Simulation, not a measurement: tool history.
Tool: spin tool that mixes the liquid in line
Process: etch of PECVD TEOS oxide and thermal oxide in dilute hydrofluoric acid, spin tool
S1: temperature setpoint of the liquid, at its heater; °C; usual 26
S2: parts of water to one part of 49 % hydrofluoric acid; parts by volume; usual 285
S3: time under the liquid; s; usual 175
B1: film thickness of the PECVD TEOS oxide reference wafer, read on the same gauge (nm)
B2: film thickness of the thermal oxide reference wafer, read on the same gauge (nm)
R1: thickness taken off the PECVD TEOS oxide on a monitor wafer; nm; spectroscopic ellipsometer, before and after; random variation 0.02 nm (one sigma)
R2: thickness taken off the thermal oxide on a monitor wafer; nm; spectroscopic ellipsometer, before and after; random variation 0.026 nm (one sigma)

run,day,S1,S2,S3,B1,B2,R1,R2
1,0,26,210,175,90.02,140.011,7.83,4.144
2,0.379,26,285,175,90.01,139.99,5.37,2.876
3,0.729,26,285,175,89.98,139.999,5.37,2.866
4,1.271,26,285,175,90.01,140.006,5.39,2.887
5,2.829,26,285,175,90.03,140.002,5.36,2.924
6,3.438,26,285,175,89.99,139.991,5.37,2.898
7,3.738,26,285,175,90,139.999,5.35,2.927
8,4.342,26,285,175,90,139.988,5.34,2.883
9,6.296,26,225,175,89.98,139.994,7.23,3.864
10,6.708,26,225,175,90.03,140.007,7.18,3.912
11,6.975,28,205,75,90.02,139.99,3.73,2.012
12,7.625,24,360,145,89.99,140.005,3.05,1.678
13,8.35,21.5,285,175,89.99,139.992,4.56,2.452
14,8.883,29.5,210,205,90.01,140.017,10.36,5.693
# day 9.012: thermometer replaced
15,9.267,30.5,355,105,90.04,139.985,3.11,1.688
16,9.688,26,285,175,89.99,139.982,5.94,3.24
# day 9.725: gauge calibrated
# day 9.758: hydrofluoric acid flow meter replaced
17,11.529,24,360,145,89.99,140.03,2.99,1.584
18,12.075,26,285,175,90,139.999,5.25,2.913
19,12.804,29.5,380,175,89.98,140.007,4.01,2.177
20,13.138,24,245,175,90.01,140.033,5.91,3.224
21,13.721,26,285,225,90.01,139.981,6.77,3.677
22,14.379,29.5,285,75,89.99,139.99,2.55,1.392
23,14.842,24.5,330,80,89.99,139.986,1.88,1.026
24,15.454,26,170,175,89.98,139.979,9.93,5.502
25,15.779,24,360,145,89.99,139.991,3.01,1.632
26,16.325,24,215,115,89.98,140.01,4.6,2.508

The tool's hidden state at each run:
gauge reads high (%): 0 in every run
H1: liquid colder than its thermometer reads (K)
H2: hydrofluoric acid flow above the setpoint (%)
run,H1,H2
1,2.51,11.2
2,2.52,11.2
3,2.53,11.3
4,2.55,11.4
5,2.59,11.6
6,2.61,11.7
7,2.62,11.8
8,2.63,11.8
9,2.69,12.1
10,2.7,12.2
11,2.71,12.3
12,2.72,12.4
13,2.74,12.5
14,2.76,12.5
15,0.0225,12.6
16,0.0341,12.7
17,0.0851,2.7
18,0.1,2.79
19,0.12,2.9
20,0.13,2.95
21,0.146,3.04
22,0.164,3.14
23,0.177,3.21
24,0.194,3.3
25,0.203,3.35
26,0.218,3.43
